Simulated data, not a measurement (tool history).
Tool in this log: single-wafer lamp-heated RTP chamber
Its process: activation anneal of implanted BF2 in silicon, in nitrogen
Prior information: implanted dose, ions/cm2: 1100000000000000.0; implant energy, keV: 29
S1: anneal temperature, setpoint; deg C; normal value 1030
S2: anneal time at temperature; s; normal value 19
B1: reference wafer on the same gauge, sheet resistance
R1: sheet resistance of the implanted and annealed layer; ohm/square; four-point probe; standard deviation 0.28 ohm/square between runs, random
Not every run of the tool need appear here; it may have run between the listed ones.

run	day	S1	S2	B1	R1
1	0.000	1030	19	129.00	134.49
2	0.558	1030	19	128.94	133.68
3	0.921	1030	19	128.96	133.75
4	1.367	1043	12	128.93	133.44
5	2.038	1043	12	129.02	133.03
# day 2.550: gauge calibrated
6	2.662	1043	12	129.02	132.24
7	3.142	1030	19	129.03	132.46
8	3.754	1030	19	129.05	131.74
9	4.167	1030	19	128.99	132.29
# day 4.771: pyrometer window cleaned and pyrometer calibrated
10	4.792	1011	24	129.01	143.53
11	5.167	1030	12	128.97	142.18
# day 5.592: reflector plate cleaned
12	5.729	1030	19	129.03	139.34
13	6.292	1030	15	129.04	142.86
14	6.996	1012	10	128.99	160.35
15	7.358	1048	9	128.99	139.24
16	7.629	1007	11	129.01	162.38
17	7.962	1008	26	128.94	148.85

4 ways to go on from here, each from the tool as it stands after run 17. What would each give?
A	7.979	1030	11	?	?
B	7.979	1059	25	?	?
C	7.979	1004	19	?	?
D	7.979	1041	26	?	?

run	B1	R1
A	128.95	146.39
B	128.95	122.81
C	128.95	156.91
D	128.95	129.46
Without the tool's unlogged condition, the same runs would have read:
run	R1
A	148.22
B	123.96
C	159.77
D	130.89

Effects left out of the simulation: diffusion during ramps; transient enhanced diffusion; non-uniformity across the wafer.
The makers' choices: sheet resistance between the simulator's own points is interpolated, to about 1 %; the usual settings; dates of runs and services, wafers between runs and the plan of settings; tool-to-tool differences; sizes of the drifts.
